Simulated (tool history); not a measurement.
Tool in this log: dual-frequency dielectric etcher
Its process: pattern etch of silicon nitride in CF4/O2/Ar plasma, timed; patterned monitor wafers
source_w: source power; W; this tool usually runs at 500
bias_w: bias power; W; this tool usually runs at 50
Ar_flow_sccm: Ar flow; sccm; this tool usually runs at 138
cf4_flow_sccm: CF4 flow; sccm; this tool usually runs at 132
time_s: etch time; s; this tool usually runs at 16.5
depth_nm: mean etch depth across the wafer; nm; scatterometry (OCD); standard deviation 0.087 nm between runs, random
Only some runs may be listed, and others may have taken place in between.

run   hour  source_w  bias_w  Ar_flow_sccm  cf4_flow_sccm  time_s  wafers since the last listed run  hours since the last wet clean  hours since the last source power generator calibration  hours since the last bias power generator calibration  hours since the last Ar flow controller change  hours since the last CF4 flow controller change  hours since the last upper electrode change  hours since the gauge calibration  read-back reference wafer on the same gauge, depth_nm  depth_nm
  1    0.0       500      50           138            132    16.5                                 0                            57.2                                                      4.1                                                 2452.1                                          2060.9                                             18.9                                       2561.1                              856.2                                                  26.82     30.30
       4.2  -- gauge calibrated
      21.1  -- Ar flow controller replaced
  2   30.3       500      50           138            132    16.5                               456                            87.5                                                     34.4                                                 2482.4                                             9.2                                             49.2                                       2591.4                               26.1                                                  26.81     30.40
  3   49.3       500      46           138            132    16.5                               356                           106.5                                                     53.4                                                 2501.4                                            28.2                                             68.2                                       2610.4                               45.1                                                  26.82     29.35
  4   62.2       450      50           109            132    16.5                               242                           119.4                                                     66.3                                                 2514.3                                            41.1                                             81.1                                       2623.3                               58.0                                                  26.80     27.53
  5   76.7       500      50           138            116    16.5                               272                           133.9                                                     80.8                                                 2528.8                                            55.6                                             95.6                                       2637.8                               72.5                                                  26.83     29.21
     127.8  -- upper electrode replaced, of another model than before
  6  128.3       500      50           114            132    16.5                               517                           185.5                                                    132.4                                                 2580.4                                           107.2                                            147.2                                          0.5                              124.1                                                  26.80     30.57
  7  128.6       500      50           138            132    16.5                                 5                           185.8                                                    132.7                                                 2580.7                                           107.5                                            147.5                                          0.8                              124.4                                                  26.82     30.14
  8  136.4       500      50           138            132    16.5                               146                           193.6                                                    140.5                                                 2588.5                                           115.3                                            155.3                                          8.6                              132.2                                                  26.79     30.13
     162.6  -- bias power generator calibrated
  9  167.4       500      50           138            132    16.5                               506                           224.6                                                    171.5                                                    4.8                                           146.3                                            186.3                                         39.6                              163.2                                                  26.80     30.06
 10  192.0       390      50           138            132    19.0                               461                           249.2                                                    196.1                                                   29.4                                           170.9                                            210.9                                         64.2                              187.8                                                  26.80     20.40
 11  217.3       610      59           138            132    21.0                               474                           274.5                                                    221.4                                                   54.7                                           196.2                                            236.2                                         89.5                              213.1                                                  26.81     55.37
 12  251.9       500      50           138            132    16.5                               649                           309.1                                                    256.0                                                   89.3                                           230.8                                            270.8                                        124.1                              247.7                                                  26.80     29.98
 13  285.4       550      42           138            132    16.5                               628                           342.6                                                    289.5                                                  122.8                                           264.3                                            304.3                                        157.6                              281.2                                                  26.81     33.37
 14  310.0       500      50           112            132    16.5                               461                           367.2                                                    314.1                                                  147.4                                           288.9                                            328.9                                        182.2                              305.8                                                  26.81     30.24
 15  328.6       600      50           116            132    16.5                               349                           385.8                                                    332.7                                                  166.0                                           307.5                                            347.5                                        200.8                              324.4                                                  26.78     40.57
     382.0  -- wet clean of the chamber
 16  382.5       380      50           169            132    16.5                               561                             0.5                                                    386.6                                                  219.9                                           361.4                                            401.4                                        254.7                              378.3                                                  26.79     16.48
 17  393.5       600      59           160            132    15.0                               206                            11.5                                                    397.6                                                  230.9                                           372.4                                            412.4                                        265.7                              389.3                                                  26.82     38.88
 18  416.9       500      50           138            132    16.5                               439                            34.9                                                    421.0                                                  254.3                                           395.8                                            435.8                                        289.1                              412.7                                                  26.81     30.23
 19  429.0       500      50           138            132    12.5                               227                            47.0                                                    433.1                                                  266.4                                           407.9                                            447.9                                        301.2                              424.8                                                  26.81     23.07
 20  460.8       500      50           158            132    16.5                               596                            78.8                                                    464.9                                                  298.2                                           439.7                                            479.7                                        333.0                              456.6                                                  26.80     29.97

Consider 5 possible next runs. They are alternatives, not a sequence: every one starts from the tool as it was left by run 20. What does each give?
  A  461.2       500      50           138            132    16.5                                 7                            79.2                                                    465.3                                                  298.6                                           440.1                                            480.1                                        333.4                              457.0                                                      ?         ?
  B  461.2       500      50           113            132    20.0                                 7                            79.2                                                    465.3                                                  298.6                                           440.1                                            480.1                                        333.4                              457.0                                                      ?         ?
  C  461.2       450      50           162            164    16.5                                 7                            79.2                                                    465.3                                                  298.6                                           440.1                                            480.1                                        333.4                              457.0                                                      ?         ?
  D  461.2       440      39           138            113    16.5                                 7                            79.2                                                    465.3                                                  298.6                                           440.1                                            480.1                                        333.4                              457.0                                                      ?         ?
  E  461.2       500      50           138            119    19.5                                 7                            79.2                                                    465.3                                                  298.6                                           440.1                                            480.1                                        333.4                              457.0                                                      ?         ?

run  read-back reference wafer on the same gauge, depth_nm  depth_nm
  A                                                  26.83     30.21
  B                                                  26.83     37.25
  C                                                  26.83     25.29
  D                                                  26.83     21.18
  E                                                  26.83     34.92
With no hidden state in the tool, these same runs would have given:
run  depth_nm
  A     30.34
  B     37.40
  C     25.40
  D     21.27
  E     35.07

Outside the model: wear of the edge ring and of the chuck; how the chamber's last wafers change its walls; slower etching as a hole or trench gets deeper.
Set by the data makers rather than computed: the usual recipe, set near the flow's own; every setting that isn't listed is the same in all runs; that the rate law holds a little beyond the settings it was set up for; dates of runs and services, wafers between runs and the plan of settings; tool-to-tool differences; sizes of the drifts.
